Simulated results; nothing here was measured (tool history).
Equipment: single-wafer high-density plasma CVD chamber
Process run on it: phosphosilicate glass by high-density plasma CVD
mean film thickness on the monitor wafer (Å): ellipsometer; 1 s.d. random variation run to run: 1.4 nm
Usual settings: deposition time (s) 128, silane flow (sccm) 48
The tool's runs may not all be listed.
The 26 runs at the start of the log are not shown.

run,hour,deposition time (s),silane flow (sccm),"read-back reference wafer on the same gauge, thickness_nm",mean film thickness on the monitor wafer (Å)
27,1558.7,109,51,798.026,6389.49
# hour 1573.3: gauge calibrated
28,1591,139,40,797.91,6393.77
29,1748.4,128,48,798.297,7050.34
30,1800.9,120,40,798.397,5518.37
31,1857.3,111,53,797.822,6727.79
32,1902.7,128,48,797.984,7042.39
33,1929.8,112,48,798.114,6130.88
34,2044.1,146,43,798.173,7141.78
35,2087,149,43,798.01,7281.24
36,2112.9,116,54,797.673,7130.7
37,2194,128,48,798.012,7007.8
38,2227,137,48,797.962,7478.76
39,2274.2,143,39,797.908,6311.22
40,2302.7,114,52,798.058,6720.07
41,2353.4,146,45,798.302,7468.92
42,2380.7,104,48,798.134,5654.63
43,2446.1,135,45,797.988,6877.39
44,2495.4,142,41,798.064,6593.5
45,2565.3,128,48,798.291,6965.89
46,2636.7,149,54,797.876,9075.38
47,2718,128,48,797.795,6943.07

Below are 3 alternative next runs, each starting from the tool's condition after run 47. Predict each:
A,2718.4,128,48,?,?
B,2718.4,111,57,?,?
C,2718.4,152,53,?,?

run,"read-back reference wafer on the same gauge, thickness_nm",mean film thickness on the monitor wafer (Å)
A,797.827,6943.16
B,797.827,7149.96
C,797.827,9103.86
Without the tool's unlogged condition, the same runs would have read:
run,mean film thickness on the monitor wafer (Å)
A,7192.12
B,7406.34
C,9430.29

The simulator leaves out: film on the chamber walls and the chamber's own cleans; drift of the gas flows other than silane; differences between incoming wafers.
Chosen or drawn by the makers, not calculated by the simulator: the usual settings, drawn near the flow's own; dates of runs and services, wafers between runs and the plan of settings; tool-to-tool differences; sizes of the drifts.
